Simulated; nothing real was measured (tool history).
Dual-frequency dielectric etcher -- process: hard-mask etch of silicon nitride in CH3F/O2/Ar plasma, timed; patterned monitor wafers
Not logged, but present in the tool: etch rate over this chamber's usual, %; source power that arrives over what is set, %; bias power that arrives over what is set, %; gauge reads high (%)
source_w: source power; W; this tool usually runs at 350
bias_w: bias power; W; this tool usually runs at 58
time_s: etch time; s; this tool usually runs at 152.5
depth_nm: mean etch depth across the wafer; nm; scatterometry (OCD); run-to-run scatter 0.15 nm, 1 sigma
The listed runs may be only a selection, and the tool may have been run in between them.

run	day	source_w	bias_w	time_s	wafers since the last listed run	hours since the last wet clean	hours since the last source power generator calibration	hours since the last bias power generator calibration	hours since the last upper electrode change	hours since the gauge calibration	read-back reference wafer on the same gauge, depth_nm	depth_nm
1	0.000	350	58	152.5	0	197.3	4169.8	1834.5	1707.1	200.5	86	97.4
2	3.517	350	58	152.5	551	281.7	4254.2	1918.9	1791.5	284.9	86	97.2
3	13.600	350	58	152.5	1581	523.7	4496.2	2160.9	2033.5	526.9	86	96.8
4	17.571	350	58	152.5	622	619.0	4591.5	2256.2	2128.8	622.2	86	96.5
# day 19.146: source power generator calibrated
# day 20.462: wet clean of the chamber
5	21.042	350	58	152.5	361	13.9	45.5	2339.5	2212.1	705.5	86	101.0
6	23.125	350	58	152.5	326	63.9	95.5	2389.5	2262.1	755.5	86	100.5
7	25.050	350	58	152.5	301	110.1	141.7	2435.7	2308.3	801.7	86	100.4
# day 28.754: upper electrode replaced
8	28.775	350	58	152.5	427	199.5	231.1	2525.1	0.5	891.1	86	100.3
9	30.104	350	58	152.5	208	231.4	263.0	2557.0	32.4	923.0	86	100.2
10	32.454	320	66	180.0	368	287.8	319.4	2613.4	88.8	979.4	86	116.0
11	35.879	410	66	137.5	537	370.0	401.6	2695.6	171.0	1061.6	86	100.5
# day 37.204: bias power generator calibrated
# day 42.304: gauge calibrated
# day 42.608: wet clean of the chamber
12	42.629	350	64	152.5	875	0.5	563.6	130.2	333.0	7.8	86	103.5
13	46.133	350	54	152.5	549	84.6	647.7	214.3	417.1	91.9	86	98.1
14	49.600	420	67	111.0	543	167.8	730.9	297.5	500.3	175.1	86	82.7
15	51.962	350	58	152.5	370	224.5	787.6	354.2	557.0	231.8	86	99.4
16	53.583	350	58	152.5	254	263.4	826.5	393.1	595.9	270.7	86	99.4
17	55.258	400	58	152.5	262	303.6	866.7	433.3	636.1	310.9	86	106.5

Here are 3 independent what-if runs from the current tool condition. What would each one return?
A	55.279	350	58	118.5	3	304.1	867.2	433.8	636.6	311.4	?	?
B	55.279	300	68	112.5	3	304.1	867.2	433.8	636.6	311.4	?	?
C	55.279	410	52	122.0	3	304.1	867.2	433.8	636.6	311.4	?	?

run	read-back reference wafer on the same gauge, depth_nm	depth_nm
A	86	77.1
B	86	70.2
C	86	83.9
Had the tool no hidden state, the same runs would have come out as:
run	depth_nm
A	78.4
B	71.4
C	85.4
